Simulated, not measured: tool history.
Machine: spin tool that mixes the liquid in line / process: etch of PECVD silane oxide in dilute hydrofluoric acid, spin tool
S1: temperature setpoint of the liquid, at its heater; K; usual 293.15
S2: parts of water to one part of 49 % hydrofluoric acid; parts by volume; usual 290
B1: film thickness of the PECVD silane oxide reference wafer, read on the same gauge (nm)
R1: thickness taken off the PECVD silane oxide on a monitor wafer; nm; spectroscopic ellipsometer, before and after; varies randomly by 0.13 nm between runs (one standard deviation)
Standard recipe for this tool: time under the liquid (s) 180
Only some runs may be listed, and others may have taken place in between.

{"run": 1, "hour": 0.0, "S1": 293.15, "S2": 290, "time under the liquid (s)": 180, "B1": 60.02, "R1": 17.23}
{"run": 2, "hour": 66.5, "S1": 290.15, "S2": 290, "time under the liquid (s)": 180, "B1": 59.99, "R1": 15.23}
{"run": 3, "hour": 249.9, "S1": 290.15, "S2": 290, "time under the liquid (s)": 180, "B1": 60, "R1": 15.07}
{"run": 4, "hour": 310.2, "S1": 290.15, "S2": 290, "time under the liquid (s)": 180, "B1": 60.01, "R1": 15.16}
{"run": 5, "hour": 337.6, "S1": 293.15, "S2": 290, "time under the liquid (s)": 150, "B1": 59.97, "R1": 14.09}
{"run": 6, "hour": 373.9, "S1": 293.15, "S2": 290, "time under the liquid (s)": 180, "B1": 60, "R1": 16.69}
{"hour": 418.0, "done": "gauge calibrated"}
{"run": 7, "hour": 421.1, "S1": 293.15, "S2": 290, "time under the liquid (s)": 180, "B1": 60.01, "R1": 16.74}
{"run": 8, "hour": 452.5, "S1": 293.15, "S2": 290, "time under the liquid (s)": 180, "B1": 59.96, "R1": 16.79}
{"run": 9, "hour": 479.8, "S1": 293.15, "S2": 290, "time under the liquid (s)": 180, "B1": 60.02, "R1": 16.73}
{"run": 10, "hour": 510.4, "S1": 293.15, "S2": 290, "time under the liquid (s)": 180, "B1": 60, "R1": 16.67}
{"hour": 534.2, "done": "hydrofluoric acid flow meter replaced"}
{"run": 11, "hour": 537.8, "S1": 293.15, "S2": 290, "time under the liquid (s)": 180, "B1": 59.99, "R1": 18.4}
{"run": 12, "hour": 563.7, "S1": 293.15, "S2": 290, "time under the liquid (s)": 180, "B1": 60.01, "R1": 18.39}
{"run": 13, "hour": 620.2, "S1": 293.15, "S2": 290, "time under the liquid (s)": 180, "B1": 60.03, "R1": 18.45}
{"run": 14, "hour": 833.7, "S1": 293.15, "S2": 410, "time under the liquid (s)": 180, "B1": 60.05, "R1": 11.6}
{"run": 15, "hour": 875.0, "S1": 293.15, "S2": 290, "time under the liquid (s)": 180, "B1": 59.99, "R1": 18.12}
{"run": 16, "hour": 1012.8, "S1": 293.15, "S2": 290, "time under the liquid (s)": 180, "B1": 59.94, "R1": 17.93}
{"run": 17, "hour": 1070.1, "S1": 293.15, "S2": 290, "time under the liquid (s)": 180, "B1": 59.96, "R1": 17.89}
{"run": 18, "hour": 1238.2, "S1": 293.15, "S2": 290, "time under the liquid (s)": 180, "B1": 60, "R1": 17.64}
{"run": 19, "hour": 1293.9, "S1": 293.15, "S2": 290, "time under the liquid (s)": 100, "B1": 60, "R1": 9.82}
{"run": 20, "hour": 1323.8, "S1": 293.15, "S2": 160, "time under the liquid (s)": 180, "B1": 60.01, "R1": 36.29}
{"hour": 1393.1, "done": "thermometer replaced"}
{"run": 21, "hour": 1393.6, "S1": 290.15, "S2": 350, "time under the liquid (s)": 245, "B1": 59.98, "R1": 17.46}
{"run": 22, "hour": 1424.5, "S1": 295.65, "S2": 335, "time under the liquid (s)": 130, "B1": 59.99, "R1": 12.05}
{"run": 23, "hour": 1472.2, "S1": 293.15, "S2": 290, "time under the liquid (s)": 180, "B1": 59.97, "R1": 18.32}
{"run": 24, "hour": 1504.2, "S1": 295.15, "S2": 430, "time under the liquid (s)": 220, "B1": 59.99, "R1": 14.28}
{"run": 25, "hour": 1565.0, "S1": 290.15, "S2": 225, "time under the liquid (s)": 245, "B1": 60.06, "R1": 30.34}
{"run": 26, "hour": 1604.3, "S1": 291.15, "S2": 185, "time under the liquid (s)": 180, "B1": 60.05, "R1": 29.55}
{"run": 27, "hour": 1634.3, "S1": 293.15, "S2": 175, "time under the liquid (s)": 100, "B1": 60, "R1": 18.57}
{"run": 28, "hour": 1698.2, "S1": 293.15, "S2": 290, "time under the liquid (s)": 180, "B1": 59.99, "R1": 18.17}
{"run": 29, "hour": 1733.8, "S1": 296.15, "S2": 350, "time under the liquid (s)": 145, "B1": 59.97, "R1": 12.82}
{"run": 30, "hour": 1771.3, "S1": 294.65, "S2": 425, "time under the liquid (s)": 180, "B1": 60.04, "R1": 11.58}
{"run": 31, "hour": 1797.5, "S1": 293.15, "S2": 290, "time under the liquid (s)": 180, "B1": 59.94, "R1": 18.14}
{"run": 32, "hour": 1862.2, "S1": 296.65, "S2": 190, "time under the liquid (s)": 180, "B1": 60.04, "R1": 34.23}

Branching from run 32: 5 alternative next runs. What would each branch give?
{"run": "A", "hour": 1862.7, "S1": 293.15, "S2": 195, "time under the liquid (s)": 180, "B1": "?", "R1": "?"}
{"run": "B", "hour": 1862.7, "S1": 293.15, "S2": 365, "time under the liquid (s)": 180, "B1": "?", "R1": "?"}
{"run": "C", "hour": 1862.7, "S1": 293.15, "S2": 290, "time under the liquid (s)": 215, "B1": "?", "R1": "?"}
{"run": "D", "hour": 1862.7, "S1": 291.65, "S2": 345, "time under the liquid (s)": 85, "B1": "?", "R1": "?"}
{"run": "E", "hour": 1862.7, "S1": 297.15, "S2": 340, "time under the liquid (s)": 120, "B1": "?", "R1": "?"}

run=A B1=60.03 R1=29.33
run=B B1=60.03 R1=13.36
run=C B1=60.03 R1=21.49
run=D B1=60.03 R1=6.44
run=E B1=60.03 R1=11.23
With the hidden condition removed and each run's random variation left untouched, the same runs would have given:
run=A R1=31.16
run=B R1=14.26
run=C R1=22.89
run=D R1=6.87
run=E R1=11.98
